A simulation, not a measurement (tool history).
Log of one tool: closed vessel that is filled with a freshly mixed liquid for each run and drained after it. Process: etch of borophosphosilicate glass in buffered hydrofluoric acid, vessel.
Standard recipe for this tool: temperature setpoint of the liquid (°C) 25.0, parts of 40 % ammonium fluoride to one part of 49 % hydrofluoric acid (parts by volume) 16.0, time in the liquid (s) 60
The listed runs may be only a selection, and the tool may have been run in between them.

| run | hour | temperature setpoint of the liquid (°C) | parts of 40 % ammonium fluoride to one part of 49 % hydrofluoric acid (parts by volume) | time in the liquid (s) | read-back film thickness of the borophosphosilicate glass reference wafer, read on the same gauge (nm) | thickness taken off the borophosphosilicate glass on a monitor wafer (angstrom) |
|---|---|---|---|---|---|---|
| 1 | 0.0 | 25.0 | 16.0 | 60 | 59.98 | 1320.6 |
| 2 | 19.0 | 25.0 | 16.0 | 60 | 60.01 | 1317.0 |
| 3 | 43.8 | 25.0 | 16.0 | 60 | 60.01 | 1333.9 |
| 4 | 66.5 | 27.0 | 13.5 | 60 | 60.01 | 1746.4 |
| 5 | 79.5 | 24.0 | 16.0 | 60 | 59.99 | 1258.3 |
| 6 | 96.7 | 24.0 | 16.0 | 60 | 60.03 | 1258.1 |
| 7 | 122.9 | 25.0 | 16.0 | 60 | 59.99 | 1329.8 |
|  | 146.5 | gauge calibrated |
| 8 | 151.4 | 25.0 | 16.0 | 60 | 60.03 | 1340.3 |
| 9 | 185.8 | 25.0 | 16.0 | 80 | 60.02 | 1772.1 |
| 10 | 211.8 | 27.0 | 18.0 | 90 | 60.02 | 1973.6 |
| 11 | 239.8 | 25.0 | 16.0 | 60 | 60.03 | 1355.1 |
| 12 | 266.7 | 25.0 | 20.5 | 35 | 60.01 | 618.8 |
|  | 269.9 | thermometer replaced |
|  | 281.8 | hydrofluoric acid flow meter replaced |
| 13 | 289.3 | 27.5 | 19.0 | 30 | 60.01 | 558.3 |
| 14 | 311.9 | 25.0 | 16.0 | 70 | 60.02 | 1362.6 |

Run 15 has not been measured yet. What should we expect?
| 15 | 375.2 | 25.0 | 13.0 | 60 | ? | ? |

read-back film thickness of the borophosphosilicate glass reference wafer, read on the same gauge (nm): 60.03
thickness taken off the borophosphosilicate glass on a monitor wafer (angstrom): 1452.7
On a tool with no hidden condition, and with the same random variation, this run would have come out at thickness taken off the borophosphosilicate glass on a monitor wafer (angstrom) 1416.5.
